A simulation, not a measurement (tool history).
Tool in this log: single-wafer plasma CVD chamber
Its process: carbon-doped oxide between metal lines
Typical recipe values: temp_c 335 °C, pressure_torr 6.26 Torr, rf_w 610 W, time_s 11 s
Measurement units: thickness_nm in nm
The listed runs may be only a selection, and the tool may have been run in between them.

run    hour  temp_c  pressure_torr  rf_w  time_s  wafers since the last listed run  hours since the last thermocouple change  hours since the last RF generator calibration  hours since the last manometer calibration  hours since the showerhead was replaced  hours since the gauge calibration  read-back reference wafer on the same gauge, thickness_nm  thickness_nm
  1       0     335           5.83   610      11                                 0                                    2493.4                                         1117.6                                      1829.1                                   6466.3                             3138.5                                                     59.862        71.069
  2    53.8     335           5.83   610      11                              1591                                    2547.2                                         1171.4                                      1882.9                                   6520.1                             3192.3                                                     59.915        71.086
  3   103.5     335           5.83   610      11                              1470                                    2596.9                                         1221.1                                      1932.6                                   6569.8                               3242                                                     59.867        71.117
  4   172.8     335           6.26   610      11                              2050                                    2666.2                                         1290.4                                      2001.9                                   6639.1                             3311.3                                                     59.844        72.032
  5   273.1     335           6.26   610      11                              2967                                    2766.5                                         1390.7                                      2102.2                                   6739.4                             3411.6                                                     59.931        71.753
        287  -- RF generator calibrated
  6   367.3     335           6.26   610      11                              2550                                    2860.7                                           80.3                                      2196.4                                   6833.6                             3505.8                                                     59.866        71.905
      395.6  -- thermocouple changed; heater temperature recalibrated
  7   441.7     335           6.26   610    10.1                              1964                                      46.1                                          154.7                                      2270.8                                     6908                             3580.2                                                     59.902        66.421
  8   487.5     335           6.26   610    10.1                              1355                                      91.9                                          200.5                                      2316.6                                   6953.8                               3626                                                     59.886         66.42
  9   545.3     335           6.26   610      11                              1710                                     149.7                                          258.3                                      2374.4                                   7011.6                             3683.8                                                     59.862         71.99
      765.3  -- gauge calibrated
 10   798.1     321           6.26   610      12                              7480                                     402.5                                          511.1                                      2627.2                                   7264.4                               32.8                                                     59.979        81.866
 11   878.4     322           6.26   545      11                              2376                                     482.8                                          591.4                                      2707.5                                   7344.7                              113.1                                                     59.905        67.561
 12     963     327            7.3   530      12                              2503                                     567.4                                            676                                      2792.1                                   7429.3                              197.7                                                     59.867        72.031
 13  1024.8     335           6.26   610      11                              1828                                     629.2                                          737.8                                      2853.9                                   7491.1                              259.5                                                     59.935        71.901
 14  1113.4     349           6.26   610      11                              2621                                     717.8                                          826.4                                      2942.5                                   7579.7                              348.1                                                     59.875        69.279
     1135.7  -- capacitance manometer re-zeroed and calibrated
 15  1156.7     324           6.98   525     9.2                              1044                                     761.1                                          869.7                                          21                                     7623                              391.4                                                     59.905        55.069
 16  1295.7     327           6.26   610      11                              4112                                     900.1                                         1008.7                                         160                                     7762                              530.4                                                     59.865        74.016
 17  1402.1     326           6.26   645      11                              3148                                    1006.5                                         1115.1                                       266.4                                   7868.4                              636.8                                                     59.924        77.606
 18    1553     345           5.09   650    11.7                              4464                                    1157.4                                           1266                                       417.3                                   8019.3                              787.7                                                     59.899          74.7
 19    1630     335           6.26   610     9.2                              2278                                    1234.4                                           1343                                       494.3                                   8096.3                              864.7                                                     59.877        60.449
     1638.7  -- showerhead replaced
 20  1682.5     335           6.26   610    12.2                              1316                                    1286.9                                         1395.5                                       546.8                                     43.8                              917.2                                                     59.903        79.895
 21    1765     335           7.47   575       9                              2441                                    1369.4                                           1478                                       629.3                                    126.3                              999.7                                                     59.957        57.218
 22  1856.9     335           6.26   610      11                              2719                                    1461.3                                         1569.9                                       721.2                                    218.2                             1091.6                                                     59.939        71.835
 23  1940.7     335           6.67   565    10.1                              2479                                    1545.1                                         1653.7                                         805                                      302                             1175.4                                                     59.921         62.64
     2005.8  -- RF generator calibrated
 24  2006.3     335           6.26   610     9.1                              1704                                    1610.7                                            0.5                                       870.6                                    367.6                               1241                                                      59.89        59.462
 25  2105.1     335           5.82   515    13.1                              2923                                    1709.5                                           99.3                                       969.4                                    466.4                             1339.8                                                     59.947         71.78
 26    2180     325           4.71   675     9.3                              2216                                    1784.4                                          174.2                                      1044.3                                    541.3                             1414.7                                                     59.929        63.647
 27    2278     335           6.26   610      11                              2899                                    1882.4                                          272.2                                      1142.3                                    639.3                             1512.7                                                     59.952        71.654
 28  2356.6     335           6.26   610      11                              2325                                      1961                                          350.8                                      1220.9                                    717.9                             1591.3                                                     59.837        71.624
 29  2413.1     335           7.81   610      11                              1671                                    2017.5                                          407.3                                      1277.4                                    774.4                             1647.8                                                     59.938        73.744

Forecast each of these 3 alternatives for the next run:
  A  2413.5     344           6.26   610      11                                11                                    2017.9                                          407.7                                      1277.8                                    774.8                             1648.2                                                          ?             ?
  B  2413.5     340           6.88   610       9                                11                                    2017.9                                          407.7                                      1277.8                                    774.8                             1648.2                                                          ?             ?
  C  2413.5     320           4.72   730    12.9                                11                                    2017.9                                          407.7                                      1277.8                                    774.8                             1648.2                                                          ?             ?

run  read-back reference wafer on the same gauge, thickness_nm  thickness_nm
  A                                                      59.95        70.187
  B                                                      59.95          58.9
  C                                                      59.95        95.491
Without the tool's hidden state the same runs would have given:
run  thickness_nm
  A        70.187
  B          58.9
  C        95.491

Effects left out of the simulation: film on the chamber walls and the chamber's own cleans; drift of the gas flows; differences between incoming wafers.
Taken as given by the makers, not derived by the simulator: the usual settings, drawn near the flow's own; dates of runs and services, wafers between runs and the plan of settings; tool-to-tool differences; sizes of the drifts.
